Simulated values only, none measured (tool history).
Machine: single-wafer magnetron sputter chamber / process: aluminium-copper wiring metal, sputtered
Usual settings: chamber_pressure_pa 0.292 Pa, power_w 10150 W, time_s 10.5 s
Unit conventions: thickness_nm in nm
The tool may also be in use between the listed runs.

run,hour,chamber_pressure_pa,power_w,time_s,wafers since the last listed run,wafers on the sputter target,hours since the last manometer calibration,hours since the magnet pack was replaced,hours since the gauge calibration,"read-back reference wafer on the same gauge, thickness_nm",thickness_nm
1,0.0,0.366,10150,11.9,0,2059,1463.9,3186.0,491.4,177.202,213.862
2,76.6,0.366,10150,11.9,1698,3758,1540.5,3262.6,568.0,177.105,212.450
3,140.5,0.344,10150,10.5,1417,5176,1604.4,3326.5,631.9,177.108,188.826
4,210.9,0.292,10150,10.5,1561,6737,1674.8,3396.9,702.3,177.033,193.712
5,287.2,0.292,10150,10.5,1692,8429,1751.1,3473.2,778.6,176.996,194.797
6,325.7,0.292,10150,10.5,853,9283,1789.6,3511.7,817.1,176.952,193.820
# hour 369.1: sputter target and shields replaced
7,411.5,0.292,10150,10.5,1725,940,1875.4,3597.5,902.9,176.958,198.139
8,486.5,0.292,10150,10.5,1663,2604,1950.4,3672.5,977.9,177.114,197.621
9,618.8,0.292,10150,10.5,2934,5538,2082.7,3804.8,1110.2,177.133,196.931
10,673.4,0.292,10150,10.5,1210,6749,2137.3,3859.4,1164.8,177.139,197.351
11,730.0,0.292,10150,10.5,1255,8004,2193.9,3916.0,1221.4,176.940,197.271
# hour 785.8: sputter target and shields replaced
12,833.6,0.292,10150,10.5,2120,1059,2297.5,4019.6,1325.0,176.840,200.417
13,880.6,0.292,10150,10.5,1042,2101,2344.5,4066.6,1372.0,177.043,199.272
14,964.1,0.292,12100,10.5,1851,3953,2428.0,4150.1,1455.5,176.969,230.235
# hour 1032.0: capacitance manometer re-zeroed and calibrated
15,1052.2,0.292,12100,10.5,1776,5730,20.2,4238.2,1543.6,176.978,223.163
16,1104.8,0.390,11300,11.1,1166,6896,72.8,4290.8,1596.2,177.016,210.430
# hour 1154.7: magnet pack replaced
# hour 1157.3: sputter target and shields replaced
17,1169.9,0.292,10150,11.8,1208,278,137.9,15.2,1661.3,176.979,219.381
18,1211.2,0.366,10150,11.9,915,1194,179.2,56.5,1702.6,177.090,212.016
19,1308.9,0.342,12600,10.5,2166,3361,276.9,154.2,1800.3,177.046,228.180
20,1403.3,0.365,9000,10.5,2093,5454,371.3,248.6,1894.7,176.925,167.721

Expected results for the next run?
# hour 1425.5: gauge calibrated
21,1462.0,0.341,8200,9.3,1301,6756,430.0,307.3,36.5,?,?

Run 21 gave read-back reference wafer on the same gauge, thickness_nm 176.969, thickness_nm 138.818 nm.
Were there no unlogged condition in the tool, this run, its random variation unchanged, would have produced thickness_nm 141.119 nm.
